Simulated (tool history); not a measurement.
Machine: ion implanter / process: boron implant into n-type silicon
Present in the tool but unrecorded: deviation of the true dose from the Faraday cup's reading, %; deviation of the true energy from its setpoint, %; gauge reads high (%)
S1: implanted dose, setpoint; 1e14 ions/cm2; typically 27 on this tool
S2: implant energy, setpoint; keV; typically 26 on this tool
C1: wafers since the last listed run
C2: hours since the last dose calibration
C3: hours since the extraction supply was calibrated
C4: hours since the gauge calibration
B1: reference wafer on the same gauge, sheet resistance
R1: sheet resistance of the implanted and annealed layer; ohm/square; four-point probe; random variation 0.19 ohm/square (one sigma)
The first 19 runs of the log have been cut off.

run   hour     S1    S2    C1     C2     C3     C4     B1     R1
 20  442.9  30.11    26   337    170   24.1  420.8  51.25  56.71
 21  460.3  33.72    29   252  187.4   41.5  438.2  51.28  51.75
 22  482.8   33.6  30.5   326  209.9     64  460.7  51.31   51.2
 23  495.7     27    26   187  222.8   76.9  473.6  51.36  59.48
 24  513.6  20.76  30.5   260  240.7   94.8  491.5  51.36  67.39
 25  539.3  20.38    26   373  266.4  120.5  517.2  51.36  69.69
 26    560  19.95    20   300  287.1  141.2  537.9  51.32  75.22
     571.5  -- gauge calibrated
 27  588.4     27    26   412  315.5  169.6   16.9  50.45  58.21
 28  623.5  34.98    32   509  350.6  204.7     52  50.64  48.78
 29    637     27    26   196  364.1  218.2   65.5  50.66  58.79
 30  660.3  30.46  18.5   338  387.4  241.5   88.8  50.81  64.08
 31  681.8     27  20.5   312  408.9    263  110.3  50.83  63.99
 32    767  24.07    30  1237  494.1  348.2  195.5  51.12  61.06
 33  789.6  21.96    23   328  516.7  370.8  218.1  51.12  68.17
 34  825.3     27    20   518  552.4  406.5  253.8  51.22  64.91
 35  847.1     27    26   316  574.2  428.3  275.6  51.28  59.62
 36  874.7  30.08    26   400  601.8  455.9  303.2  51.24  56.36

Below are 3 alternative next runs, each starting from the tool's condition after run 36. Predict each:
  A  875.1     27  26   5  602.2  456.3  303.6   ?   ?
  B  875.1     27  32   5  602.2  456.3  303.6   ?   ?
  C  875.1  20.56  31   5  602.2  456.3  303.6   ?   ?

run     B1     R1
  A  51.34  59.35
  B  51.34  56.14
  C  51.34  67.26
What these runs would have given with no unlogged condition in the tool:
run     R1
  A  58.11
  B  54.97
  C  65.86

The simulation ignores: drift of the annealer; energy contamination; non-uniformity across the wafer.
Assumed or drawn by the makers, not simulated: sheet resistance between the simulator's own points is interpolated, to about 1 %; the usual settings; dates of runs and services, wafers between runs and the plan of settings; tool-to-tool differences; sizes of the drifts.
